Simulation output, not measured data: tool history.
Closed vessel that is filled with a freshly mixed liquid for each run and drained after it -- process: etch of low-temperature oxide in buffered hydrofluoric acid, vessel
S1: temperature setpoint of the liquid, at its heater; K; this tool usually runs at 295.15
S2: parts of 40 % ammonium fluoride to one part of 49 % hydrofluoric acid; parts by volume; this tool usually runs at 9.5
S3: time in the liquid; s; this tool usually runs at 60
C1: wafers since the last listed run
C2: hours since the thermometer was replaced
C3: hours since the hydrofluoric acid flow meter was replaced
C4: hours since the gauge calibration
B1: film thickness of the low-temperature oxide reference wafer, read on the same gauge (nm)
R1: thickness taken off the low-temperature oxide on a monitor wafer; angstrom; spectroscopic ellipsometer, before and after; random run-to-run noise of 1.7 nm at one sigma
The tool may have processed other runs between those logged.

run,hour,S1,S2,S3,C1,C2,C3,C4,B1,R1
1,0,295.15,9.5,60,0,1577.2,897.1,724.9,90.02,3310.4
2,96.1,295.15,9.5,60,7266,1673.3,993.2,821,89.97,3348.2
3,138,295.15,9.5,60,3168,1715.2,1035.1,862.9,90.01,3326.5
4,216.7,295.15,7,60,5950,1793.9,1113.8,941.6,90.02,4511.9
5,290.7,295.15,9.5,60,5595,1867.9,1187.8,1015.6,89.99,3304
6,348.2,295.15,9.5,60,4347,1925.4,1245.3,1073.1,90.01,3300.3
7,426,295.15,9.5,60,5882,2003.2,1323.1,1150.9,89.93,3337.3
8,507.6,295.15,9.5,50,6169,2084.8,1404.7,1232.5,90.03,2765.4
# hour 528.5: hydrofluoric acid flow meter replaced
9,567.1,295.15,9.5,60,4423,2144.3,38.6,1292,90.01,3317.6
10,622,295.15,9.5,60,4151,2199.2,93.5,1346.9,89.99,3316.1
11,716.9,295.15,9.5,60,7175,2294.1,188.4,1441.8,90.02,3338
# hour 717.3: gauge calibrated
12,756.3,295.15,9.5,60,2979,2333.5,227.8,39,90.07,3349.3
# hour 800.8: thermometer replaced
13,816.6,295.15,12,60,4483,15.8,288.1,99.3,89.98,2673
14,909,298.15,6,70,6986,108.2,380.5,191.7,89.98,7104.4
15,985.6,297.65,9.5,80,5791,184.8,457.1,268.3,90.02,5050.6
16,1063.9,295.15,9.5,60,5920,263.1,535.4,346.6,90.02,3332.8
17,1167.5,298.15,9.5,60,7833,366.7,639,450.2,90.02,3919
18,1219,296.65,7.5,90,3893,418.2,690.5,501.7,89.99,6800
19,1301.5,295.15,13,60,6237,500.7,773,584.2,90,2496.4
20,1341.2,293.15,9.5,70,3001,540.4,812.7,623.9,89.99,3489.1
21,1377.8,292.15,8,80,2767,577,849.3,660.5,90.02,4381.5
22,1447.5,297.15,8.5,40,5270,646.7,919,730.2,90.04,2681.9
23,1523.7,295.15,12.5,60,5761,722.9,995.2,806.4,89.98,2576.1
24,1591.5,295.15,9.5,60,5126,790.7,1063,874.2,90.03,3319.3
25,1647.2,295.15,9.5,90,4211,846.4,1118.7,929.9,89.97,4914
26,1729.8,295.15,9.5,60,6245,929,1201.3,1012.5,90.02,3317.1

3 options for the next run, each taken on its own from the tool as it stands now. Forecast them:
A,1730.5,290.65,9.5,60,52,929.7,1202,1013.2,?,?
B,1730.5,299.15,13.5,60,52,929.7,1202,1013.2,?,?
C,1730.5,293.15,11.5,85,52,929.7,1202,1013.2,?,?

run,B1,R1
A,89.95,2562.6
B,89.95,2963.1
C,89.95,3531.9
Without the tool's unlogged condition, the same runs would have read:
run,R1
A,2562.6
B,2963.1
C,3531.9
